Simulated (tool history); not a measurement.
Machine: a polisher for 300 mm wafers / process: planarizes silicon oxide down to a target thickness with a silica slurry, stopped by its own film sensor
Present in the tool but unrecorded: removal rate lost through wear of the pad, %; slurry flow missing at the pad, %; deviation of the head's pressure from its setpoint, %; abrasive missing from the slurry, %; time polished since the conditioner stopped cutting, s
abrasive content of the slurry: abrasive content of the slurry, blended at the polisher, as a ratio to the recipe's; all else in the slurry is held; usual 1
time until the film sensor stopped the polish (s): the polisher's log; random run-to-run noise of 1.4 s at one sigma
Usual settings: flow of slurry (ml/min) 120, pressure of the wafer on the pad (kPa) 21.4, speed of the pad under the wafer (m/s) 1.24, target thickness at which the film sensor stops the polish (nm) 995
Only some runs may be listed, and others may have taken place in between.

run    hour  flow of slurry (ml/min)  pressure of the wafer on the pad (kPa)  speed of the pad under the wafer (m/s)  abrasive content of the slurry  target thickness at which the film sensor stops the polish (nm)  wafers since the last listed run  wafers polished on this pad  hours since the slurry nozzle was cleaned  hours since the head pressure was calibrated  hours since the slurry blender was calibrated  hours since the conditioning disc was replaced  incoming thickness of the incoming film, nm  time until the film sensor stopped the polish (s)
  1       0                      120                                    21.4                                    1.24                               1                                                             1027                                 0                         1303                                      290.7                                         493.2                                           57.6                                           208.4                                       1325.4                                              120.8
       63.3  -- worn pad replaced by a new one
  2    63.8                      120                                    21.4                                    1.24                               1                                                             1027                               545                            4                                      354.5                                           557                                          121.4                                           272.2                                       1312.3                                              117.3
       98.8  -- conditioning disc replaced and pad reconditioned
  3     155                      150                                      20                                    1.24                               1                                                              995                               814                          818                                      445.7                                         648.2                                          212.6                                            56.2                                         1301                                              116.7
      157.2  -- head pressure recalibrated
      189.8  -- slurry blender recalibrated
  4   244.3                      150                                      20                                    1.24                               1                                                              995                               778                         1596                                        535                                          87.1                                           54.5                                           145.5                                       1295.7                                              120.7
      307.1  -- worn pad replaced by a new one
      395.3  -- slurry nozzle cleaned
      397.1  -- slurry blender recalibrated
  5   448.2                      150                                      20                                    1.24                               1                                                              995                              1798                         1262                                       52.9                                           291                                           51.1                                           349.4                                       1320.8                                              135.2
      470.5  -- conditioning disc replaced and pad reconditioned
        497  -- worn pad replaced by a new one
  6   517.4                      120                                    21.4                                    1.24                               1                                                              995                               576                          186                                      122.1                                         360.2                                          120.3                                            46.9                                       1321.7                                                125
  7   592.2                      120                                    21.4                                    1.24                               1                                                              995                               682                          868                                      196.9                                           435                                          195.1                                           121.7                                         1300                                              123.7
      608.8  -- slurry blender recalibrated
  8   648.4                      155                                      29                                    1.62                            0.85                                                              995                               494                         1363                                      253.1                                         491.2                                           39.6                                           177.9                                       1308.2                                               97.9
      708.8  -- worn pad replaced by a new one
  9   751.1                      120                                    21.4                                    1.24                            1.25                                                              892                               900                          385                                      355.8                                         593.9                                          142.3                                           280.6                                       1319.1                                              155.8
      838.7  -- head pressure recalibrated
      841.7  -- slurry blender recalibrated
 10   842.2                      150                                    21.4                                    0.84                               1                                                              995                               794                         1180                                      446.9                                           3.5                                            0.5                                           371.7                                       1348.2                                              187.5
      852.8  -- conditioning disc replaced and pad reconditioned
      916.5  -- worn pad replaced by a new one
 11     947                      120                                    21.4                                    1.24                               1                                                              995                               901                          278                                      551.7                                         108.3                                          105.3                                            94.2                                       1341.6                                              137.7
 12   994.9                      120                                    14.5                                    1.24                               1                                                              995                               437                          715                                      599.6                                         156.2                                          153.2                                           142.1                                       1316.6                                              157.2
     1032.8  -- slurry nozzle cleaned
     1072.1  -- slurry blender recalibrated
 13  1072.6                      120                                    23.4                                    1.24                             1.3                                                              890                               681                         1397                                       39.8                                         233.9                                            0.5                                           219.8                                       1316.8                                                143
 14  1109.2                       90                                    21.4                                    1.24                               1                                                              995                               334                         1731                                       76.4                                         270.5                                           37.1                                           256.4                                       1335.5                                              153.1

Measured minus without-hidden-state, run by run (identical run-to-run variation in each term; gauge scatter may differ):
run  time until the film sensor stopped the polish (s)
  1                                                +17
  2                                              +17.5
  3                                              +10.6
  4                                              +16.5
  5                                              +22.2
  6                                              +10.8
  7                                              +16.4
  8                                              +20.1
  9                                              +25.7
 10                                              +24.3
 11                                              +16.4
 12                                              +18.7
 13                                              +23.4
 14                                              +24.8
